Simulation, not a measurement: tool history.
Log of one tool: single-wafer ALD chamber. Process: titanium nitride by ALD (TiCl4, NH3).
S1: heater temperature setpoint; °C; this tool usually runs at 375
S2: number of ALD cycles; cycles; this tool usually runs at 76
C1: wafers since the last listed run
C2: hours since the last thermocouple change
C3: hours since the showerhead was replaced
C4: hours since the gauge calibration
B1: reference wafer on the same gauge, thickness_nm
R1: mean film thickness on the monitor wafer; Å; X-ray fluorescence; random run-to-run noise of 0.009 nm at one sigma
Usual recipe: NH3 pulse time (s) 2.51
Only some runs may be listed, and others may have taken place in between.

Run 1, hour 0: usual settings but S1 384 °C, S2 87 cycles; C1 0; C2 264.1; C3 2157.2; C4 128.4; B1 1.396. Result: R1 18.6 Å.
Run 2, hour 42.9: usual settings but S2 72 cycles; C1 91; C2 307; C3 2200.1; C4 171.3; B1 1.396. Result: R1 15.38 Å.
Run 3, hour 105: usual settings but S2 72 cycles; C1 132; C2 369.1; C3 2262.2; C4 233.4; B1 1.393. Result: R1 15.26 Å.
Run 4, hour 158.5: usual settings but S2 72 cycles; C1 114; C2 422.6; C3 2315.7; C4 286.9; B1 1.387. Result: R1 15.31 Å.
Run 5, hour 187: usual settings; C1 61; C2 451.1; C3 2344.2; C4 315.4; B1 1.386. Result: R1 16.09 Å.
Run 6, hour 226.3: usual settings; C1 84; C2 490.4; C3 2383.5; C4 354.7; B1 1.383. Result: R1 15.89 Å.
Run 7, hour 280.6: usual settings; C1 116; C2 544.7; C3 2437.8; C4 409; B1 1.379. Result: R1 16.1 Å.
Run 8, hour 313.5: usual settings; C1 70; C2 577.6; C3 2470.7; C4 441.9; B1 1.379. Result: R1 16.07 Å.
Run 9, hour 340.9: usual settings; C1 58; C2 605; C3 2498.1; C4 469.3; B1 1.372. Result: R1 16.02 Å.
Run 10, hour 401.4: usual settings; C1 129; C2 665.5; C3 2558.6; C4 529.8; B1 1.372. Result: R1 15.85 Å.
Run 11, hour 435.9: usual settings; C1 73; C2 700; C3 2593.1; C4 564.3; B1 1.371. Result: R1 15.83 Å.
Run 12, hour 466.9: usual settings; C1 66; C2 731; C3 2624.1; C4 595.3; B1 1.373. Result: R1 15.83 Å.
Run 13, hour 507.6: usual settings; C1 87; C2 771.7; C3 2664.8; C4 636; B1 1.365. Result: R1 15.87 Å.
Run 14, hour 561.2: usual settings; C1 114; C2 825.3; C3 2718.4; C4 689.6; B1 1.365. Result: R1 15.65 Å.
Run 15, hour 605.6: usual settings but S1 387 °C; C1 95; C2 869.7; C3 2762.8; C4 734; B1 1.364. Result: R1 15.89 Å.
Run 16, hour 673.6: usual settings but S1 387 °C, S2 86 cycles, NH3 pulse time (s) 1.55; C1 145; C2 937.7; C3 2830.8; C4 802; B1 1.356. Result: R1 17.67 Å.
Run 17, hour 744.5: usual settings but S1 366 °C, S2 82 cycles, NH3 pulse time (s) 3.26; C1 151; C2 1008.6; C3 2901.7; C4 872.9; B1 1.353. Result: R1 17.02 Å.
Run 18, hour 789.2: usual settings but S1 386 °C, S2 70 cycles, NH3 pulse time (s) 2.79; C1 95; C2 1053.3; C3 2946.4; C4 917.6; B1 1.351. Result: R1 14.61 Å.
Run 19, hour 829.2: usual settings; C1 85; C2 1093.3; C3 2986.4; C4 957.6; B1 1.349. Result: R1 15.6 Å.
Run 20, hour 861.8: usual settings but S2 80 cycles, NH3 pulse time (s) 3.31; C1 69; C2 1125.9; C3 3019; C4 990.2; B1 1.347. Result: R1 16.47 Å.
At hour 884: showerhead replaced.
Run 21, hour 891: usual settings; C1 45; C2 1155.1; C3 7; C4 1019.4; B1 1.346. Result: R1 15.34 Å.
At hour 922.7: gauge calibrated.
At hour 933.3: thermocouple changed; heater temperature recalibrated.
Run 22, hour 941.2: usual settings; C1 90; C2 7.9; C3 57.2; C4 18.5; B1 1.405. Result: R1 16.19 Å.
Run 23, hour 974.4: usual settings but S1 363 °C, S2 90 cycles, NH3 pulse time (s) 2.94; C1 71; C2 41.1; C3 90.4; C4 51.7; B1 1.404. Result: R1 18.94 Å.
Run 24, hour 1019.6: usual settings but S2 85 cycles; C1 96; C2 86.3; C3 135.6; C4 96.9; B1 1.402. Result: R1 18.1 Å.
Run 25, hour 1070.4: usual settings but S1 368 °C, S2 68 cycles, NH3 pulse time (s) 2.89; C1 108; C2 137.1; C3 186.4; C4 147.7; B1 1.397. Result: R1 14.34 Å.
Run 26, hour 1102.4: usual settings; C1 68; C2 169.1; C3 218.4; C4 179.7; B1 1.397. Result: R1 16.17 Å.
Run 27, hour 1173.2: usual settings; C1 151; C2 239.9; C3 289.2; C4 250.5; B1 1.39. Result: R1 16.03 Å.
Run 28, hour 1231.7: usual settings but NH3 pulse time (s) 3; C1 125; C2 298.4; C3 347.7; C4 309; B1 1.39. Result: R1 16.18 Å.
Run 29, hour 1269.3: usual settings but S1 371 °C, S2 91 cycles; C1 80; C2 336; C3 385.3; C4 346.6; B1 1.387. Result: R1 19 Å.

Below are 3 alternative next runs, each starting from the tool's condition after run 29. Predict each:
Run A, hour 1269.9: usual settings but S2 71 cycles; C1 1; C2 336.6; C3 385.9; C4 347.2; B1 ?. Result: R1 ?.
Run B, hour 1269.9: usual settings but S2 70 cycles, NH3 pulse time (s) 1.9; C1 1; C2 336.6; C3 385.9; C4 347.2; B1 ?. Result: R1 ?.
Run C, hour 1269.9: usual settings but S1 382 °C, S2 66 cycles, NH3 pulse time (s) 3.01; C1 1; C2 336.6; C3 385.9; C4 347.2; B1 ?. Result: R1 ?.

run     B1     R1
  A  1.385  15.05
  B  1.385  14.69
  C  1.385  14.14
With the hidden condition removed and each run's random variation left untouched, the same runs would have given:
run     R1
  A  15.21
  B  14.84
  C  14.28
